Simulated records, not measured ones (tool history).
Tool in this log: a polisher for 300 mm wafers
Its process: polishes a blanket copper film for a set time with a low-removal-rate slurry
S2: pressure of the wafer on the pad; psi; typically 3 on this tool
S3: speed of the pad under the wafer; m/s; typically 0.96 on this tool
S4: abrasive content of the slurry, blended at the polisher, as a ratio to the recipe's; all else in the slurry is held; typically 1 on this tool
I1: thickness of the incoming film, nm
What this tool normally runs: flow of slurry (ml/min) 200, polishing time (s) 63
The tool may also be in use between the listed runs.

run 1 hour=0 | flow_of_slurry_(ml/min)=200 S2=3 S3=0.96 S4=1 polishing_time_(s)=63 | I1=1258.7 | film_removed_(angstrom)=1815
run 2 hour=43.4 | flow_of_slurry_(ml/min)=200 S2=3 S3=0.96 S4=1 polishing_time_(s)=63 | I1=1271.1 | film_removed_(angstrom)=1828
run 3 hour=123.5 | flow_of_slurry_(ml/min)=200 S2=3 S3=0.96 S4=0.95 polishing_time_(s)=63 | I1=1281.6 | film_removed_(angstrom)=1830
run 4 hour=191.9 | flow_of_slurry_(ml/min)=200 S2=3 S3=0.96 S4=0.95 polishing_time_(s)=63 | I1=1280.2 | film_removed_(angstrom)=1833
-- hour=196.9 slurry nozzle cleaned
run 5 hour=256.8 | flow_of_slurry_(ml/min)=200 S2=3 S3=0.96 S4=1 polishing_time_(s)=63 | I1=1292.3 | film_removed_(angstrom)=1854
-- hour=281.6 worn pad replaced by a new one
run 6 hour=306.3 | flow_of_slurry_(ml/min)=200 S2=3 S3=0.96 S4=1 polishing_time_(s)=63 | I1=1276.1 | film_removed_(angstrom)=1873
-- hour=353.3 slurry blender recalibrated
run 7 hour=404.5 | flow_of_slurry_(ml/min)=200 S2=3 S3=0.96 S4=1 polishing_time_(s)=63 | I1=1268.4 | film_removed_(angstrom)=1853
run 8 hour=445.4 | flow_of_slurry_(ml/min)=200 S2=3 S3=0.96 S4=1 polishing_time_(s)=63 | I1=1290.8 | film_removed_(angstrom)=1902
run 9 hour=481.6 | flow_of_slurry_(ml/min)=200 S2=3 S3=0.96 S4=1 polishing_time_(s)=63 | I1=1265.6 | film_removed_(angstrom)=1880
run 10 hour=552.6 | flow_of_slurry_(ml/min)=200 S2=3 S3=0.96 S4=1 polishing_time_(s)=53 | I1=1257.5 | film_removed_(angstrom)=1568
-- hour=627.3 head pressure recalibrated
run 11 hour=638.5 | flow_of_slurry_(ml/min)=200 S2=3 S3=0.96 S4=1 polishing_time_(s)=53 | I1=1291.7 | film_removed_(angstrom)=1499
run 12 hour=735.3 | flow_of_slurry_(ml/min)=235 S2=3 S3=0.96 S4=1 polishing_time_(s)=63 | I1=1288.7 | film_removed_(angstrom)=1848
-- hour=756.5 worn pad replaced by a new one
-- hour=766.2 slurry nozzle cleaned
run 13 hour=810.7 | flow_of_slurry_(ml/min)=235 S2=3 S3=0.96 S4=1 polishing_time_(s)=63 | I1=1266.1 | film_removed_(angstrom)=1866
run 14 hour=904.4 | flow_of_slurry_(ml/min)=270 S2=3 S3=0.96 S4=0.7 polishing_time_(s)=63 | I1=1262.1 | film_removed_(angstrom)=1741
run 15 hour=966.2 | flow_of_slurry_(ml/min)=200 S2=3 S3=1.3 S4=1 polishing_time_(s)=54 | I1=1280.5 | film_removed_(angstrom)=2141
-- hour=972.8 slurry blender recalibrated
run 16 hour=1057.3 | flow_of_slurry_(ml/min)=180 S2=3.5 S3=0.96 S4=1 polishing_time_(s)=63 | I1=1279.4 | film_removed_(angstrom)=1996
run 17 hour=1095.6 | flow_of_slurry_(ml/min)=200 S2=3 S3=0.96 S4=1 polishing_time_(s)=63 | I1=1267 | film_removed_(angstrom)=1839
run 18 hour=1162 | flow_of_slurry_(ml/min)=200 S2=3 S3=0.96 S4=1 polishing_time_(s)=76 | I1=1262.9 | film_removed_(angstrom)=2254
run 19 hour=1237.4 | flow_of_slurry_(ml/min)=140 S2=3 S3=0.76 S4=0.75 polishing_time_(s)=63 | I1=1257 | film_removed_(angstrom)=1288
-- hour=1285 slurry nozzle cleaned
run 20 hour=1330.1 | flow_of_slurry_(ml/min)=200 S2=3 S3=1.22 S4=1 polishing_time_(s)=72 | I1=1258.2 | film_removed_(angstrom)=2678
-- hour=1339.5 worn pad replaced by a new one
-- hour=1359.6 head pressure recalibrated
run 21 hour=1435.8 | flow_of_slurry_(ml/min)=165 S2=3 S3=0.66 S4=1.3 polishing_time_(s)=46 | I1=1258.6 | film_removed_(angstrom)=955
-- hour=1518.1 slurry blender recalibrated
run 22 hour=1533.4 | flow_of_slurry_(ml/min)=200 S2=3.5 S3=1.26 S4=1 polishing_time_(s)=63 | I1=1267 | film_removed_(angstrom)=2668
run 23 hour=1622 | flow_of_slurry_(ml/min)=145 S2=3 S3=0.96 S4=0.85 polishing_time_(s)=63 | I1=1271.6 | film_removed_(angstrom)=1690
run 24 hour=1726.9 | flow_of_slurry_(ml/min)=200 S2=3 S3=0.96 S4=1 polishing_time_(s)=53 | I1=1262.8 | film_removed_(angstrom)=1578
run 25 hour=1820.8 | flow_of_slurry_(ml/min)=200 S2=3 S3=0.96 S4=1 polishing_time_(s)=63 | I1=1263.3 | film_removed_(angstrom)=1864
-- hour=1823.5 slurry nozzle cleaned
-- hour=1849.5 worn pad replaced by a new one
run 26 hour=1897.1 | flow_of_slurry_(ml/min)=155 S2=3 S3=1.2 S4=1 polishing_time_(s)=63 | I1=1290.6 | film_removed_(angstrom)=2239
run 27 hour=1986.2 | flow_of_slurry_(ml/min)=160 S2=3 S3=1.14 S4=1.1 polishing_time_(s)=84 | I1=1257.4 | film_removed_(angstrom)=2959
-- hour=2023 slurry blender recalibrated
run 28 hour=2033.9 | flow_of_slurry_(ml/min)=200 S2=3 S3=0.96 S4=1 polishing_time_(s)=63 | I1=1261.9 | film_removed_(angstrom)=1889
-- hour=2062.4 head pressure recalibrated
run 29 hour=2139.4 | flow_of_slurry_(ml/min)=225 S2=3 S3=0.96 S4=0.8 polishing_time_(s)=76 | I1=1260.1 | film_removed_(angstrom)=2102
run 30 hour=2241.4 | flow_of_slurry_(ml/min)=200 S2=3 S3=0.96 S4=1 polishing_time_(s)=63 | I1=1254.6 | film_removed_(angstrom)=1832
run 31 hour=2333.7 | flow_of_slurry_(ml/min)=200 S2=3 S3=1.3 S4=1 polishing_time_(s)=54 | I1=1265 | film_removed_(angstrom)=2140

3 ways to go on from here, each from the tool as it stands after run 31. What would each give?
run A hour=2334.1 | flow_of_slurry_(ml/min)=200 S2=3 S3=0.96 S4=1 polishing_time_(s)=63 | I1=1263.5 | film_removed_(angstrom)=?
run B hour=2334.1 | flow_of_slurry_(ml/min)=200 S2=3 S3=1.22 S4=1 polishing_time_(s)=63 | I1=1263.5 | film_removed_(angstrom)=?
run C hour=2334.1 | flow_of_slurry_(ml/min)=180 S2=3 S3=0.96 S4=1.2 polishing_time_(s)=63 | I1=1263.5 | film_removed_(angstrom)=?

run=A film_removed_(angstrom)=1839
run=B film_removed_(angstrom)=2338
run=C film_removed_(angstrom)=1905
With the hidden condition removed and each run's random variation left untouched, the same runs would have given:
run=A film_removed_(angstrom)=1789
run=B film_removed_(angstrom)=2273
run=C film_removed_(angstrom)=1852

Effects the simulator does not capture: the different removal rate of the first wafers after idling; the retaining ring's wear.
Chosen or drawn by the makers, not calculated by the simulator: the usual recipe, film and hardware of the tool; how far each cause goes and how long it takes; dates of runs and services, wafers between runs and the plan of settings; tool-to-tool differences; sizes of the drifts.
